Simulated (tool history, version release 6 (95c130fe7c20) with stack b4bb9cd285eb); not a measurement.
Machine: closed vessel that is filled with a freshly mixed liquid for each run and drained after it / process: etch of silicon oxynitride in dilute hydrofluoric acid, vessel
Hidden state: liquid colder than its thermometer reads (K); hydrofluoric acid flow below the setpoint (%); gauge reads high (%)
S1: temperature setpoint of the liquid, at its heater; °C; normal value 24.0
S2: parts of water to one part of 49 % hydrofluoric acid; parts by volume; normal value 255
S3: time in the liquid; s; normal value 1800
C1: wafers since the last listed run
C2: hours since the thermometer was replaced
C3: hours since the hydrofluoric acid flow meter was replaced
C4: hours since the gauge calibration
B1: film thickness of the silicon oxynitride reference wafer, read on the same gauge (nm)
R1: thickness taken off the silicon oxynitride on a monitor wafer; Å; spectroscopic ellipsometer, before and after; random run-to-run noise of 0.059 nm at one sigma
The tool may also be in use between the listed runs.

Run 1, hour 0.0: usual settings but S2 190 parts by volume; C1 0; C2 1465.0; C3 1756.9; C4 474.3; B1 129.97. Result: R1 207.9 Å.
Run 2, hour 12.8: usual settings but S2 190 parts by volume; C1 645; C2 1477.8; C3 1769.7; C4 487.1; B1 130.03. Result: R1 207.8 Å.
Run 3, hour 20.2: usual settings but S1 22.5 °C; C1 373; C2 1485.2; C3 1777.1; C4 494.5; B1 130.01. Result: R1 138.0 Å.
Run 4, hour 28.5: usual settings but S1 22.5 °C; C1 418; C2 1493.5; C3 1785.4; C4 502.8; B1 129.99. Result: R1 138.2 Å.
Run 5, hour 41.9: usual settings but S1 22.5 °C; C1 676; C2 1506.9; C3 1798.8; C4 516.2; B1 130.01. Result: R1 136.7 Å.
Run 6, hour 88.1: usual settings; C1 2331; C2 1553.1; C3 1845.0; C4 562.4; B1 130.01. Result: R1 146.1 Å.
Run 7, hour 101.5: usual settings; C1 676; C2 1566.5; C3 1858.4; C4 575.8; B1 130.02. Result: R1 145.2 Å.
Run 8, hour 118.4: usual settings; C1 852; C2 1583.4; C3 1875.3; C4 592.7; B1 130.01. Result: R1 146.2 Å.
Run 9, hour 132.7: usual settings; C1 721; C2 1597.7; C3 1889.6; C4 607.0; B1 129.93. Result: R1 145.5 Å.
Run 10, hour 140.9: usual settings; C1 413; C2 1605.9; C3 1897.8; C4 615.2; B1 130.01. Result: R1 145.4 Å.
At hour 169.6: gauge calibrated.
At hour 185.7: hydrofluoric acid flow meter replaced.
Run 11, hour 187.2: usual settings but S2 185 parts by volume; C1 2285; C2 1652.2; C3 1.5; C4 17.6; B1 130.05. Result: R1 198.4 Å.
Run 12, hour 215.7: usual settings but S2 185 parts by volume; C1 1438; C2 1680.7; C3 30.0; C4 46.1; B1 130.04. Result: R1 197.2 Å.
Run 13, hour 227.8: usual settings; C1 610; C2 1692.8; C3 42.1; C4 58.2; B1 129.99. Result: R1 134.7 Å.
At hour 234.3: thermometer replaced.
Run 14, hour 241.3: usual settings but S1 26.0 °C, S2 365 parts by volume; C1 630; C2 7.0; C3 55.6; C4 71.7; B1 129.95. Result: R1 94.1 Å.
Run 15, hour 256.6: usual settings but S1 26.5 °C; C1 771; C2 22.3; C3 70.9; C4 87.0; B1 130.03. Result: R1 150.2 Å.
Run 16, hour 263.6: usual settings but S1 28.0 °C, S2 310 parts by volume, S3 1340 s; C1 353; C2 29.3; C3 77.9; C4 94.0; B1 129.98. Result: R1 93.2 Å.
Run 17, hour 276.0: usual settings but S1 20.5 °C, S2 345 parts by volume; C1 625; C2 41.7; C3 90.3; C4 106.4; B1 130.06. Result: R1 80.5 Å.
Run 18, hour 284.0: usual settings; C1 403; C2 49.7; C3 98.3; C4 114.4; B1 130.00. Result: R1 134.5 Å.
At hour 313.1: hydrofluoric acid flow meter replaced, repeated, since the last time left the tool worse.
Run 19, hour 328.9: usual settings but S3 1135 s; C1 2215; C2 94.6; C3 15.8; C4 159.3; B1 129.99. Result: R1 103.1 Å.
Run 20, hour 342.6: usual settings but S1 27.0 °C, S2 385 parts by volume, S3 2580 s; C1 691; C2 108.3; C3 29.5; C4 173.0; B1 129.98. Result: R1 160.3 Å.
Run 21, hour 350.5: usual settings but S3 2095 s; C1 398; C2 116.2; C3 37.4; C4 180.9; B1 129.99. Result: R1 188.8 Å.
Run 22, hour 366.3: usual settings; C1 797; C2 132.0; C3 53.2; C4 196.7; B1 129.98. Result: R1 163.6 Å.
Run 23, hour 372.5: usual settings but S1 22.5 °C; C1 312; C2 138.2; C3 59.4; C4 202.9; B1 130.04. Result: R1 152.9 Å.
Run 24, hour 388.4: usual settings; C1 802; C2 154.1; C3 75.3; C4 218.8; B1 129.96. Result: R1 164.1 Å.
Run 25, hour 398.1: usual settings but S1 20.0 °C, S2 220 parts by volume; C1 489; C2 163.8; C3 85.0; C4 228.5; B1 130.01. Result: R1 162.1 Å.
Run 26, hour 415.3: usual settings; C1 867; C2 181.0; C3 102.2; C4 245.7; B1 129.98. Result: R1 162.9 Å.
Run 27, hour 421.6: usual settings but S2 290 parts by volume, S3 2335 s; C1 317; C2 187.3; C3 108.5; C4 252.0; B1 130.05. Result: R1 182.1 Å.
Run 28, hour 437.3: usual settings; C1 792; C2 203.0; C3 124.2; C4 267.7; B1 129.97. Result: R1 163.1 Å.
Run 29, hour 462.6: usual settings but S1 20.0 °C, S2 370 parts by volume, S3 1380 s; C1 1276; C2 228.3; C3 149.5; C4 293.0; B1 129.99. Result: R1 67.5 Å.
Run 30, hour 479.6: usual settings but S1 22.0 °C, S3 1430 s; C1 857; C2 245.3; C3 166.5; C4 310.0; B1 130.01. Result: R1 118.0 Å.
Run 31, hour 489.8: usual settings but S1 25.5 °C, S3 2310 s; C1 514; C2 255.5; C3 176.7; C4 320.2; B1 130.00. Result: R1 221.3 Å.
Run 32, hour 506.2: usual settings; C1 827; C2 271.9; C3 193.1; C4 336.6; B1 129.99. Result: R1 162.3 Å.
Run 33, hour 518.6: usual settings but S1 26.5 °C, S2 310 parts by volume, S3 985 s; C1 625; C2 284.3; C3 205.5; C4 349.0; B1 130.02. Result: R1 77.2 Å.

What was the tool's hidden state at every run in the log?
liquid colder than its thermometer reads (K): 0 across all the runs
gauge reads high (%): 0 across all the runs
H1: hydrofluoric acid flow below the setpoint (%)
run     H1
  1   9.08
  2   9.15
  3   9.18
  4   9.22
  5   9.29
  6   9.51
  7   9.57
  8   9.65
  9   9.72
 10   9.76
 11     15
 12   15.1
 13   15.2
 14   15.3
 15   15.3
 16   15.4
 17   15.4
 18   15.5
 19  0.304
 20   0.37
 21  0.407
 22  0.483
 23  0.513
 24   0.59
 25  0.636
 26  0.719
 27  0.749
 28  0.824
 29  0.946
 30   1.03
 31   1.08
 32   1.16
 33   1.21
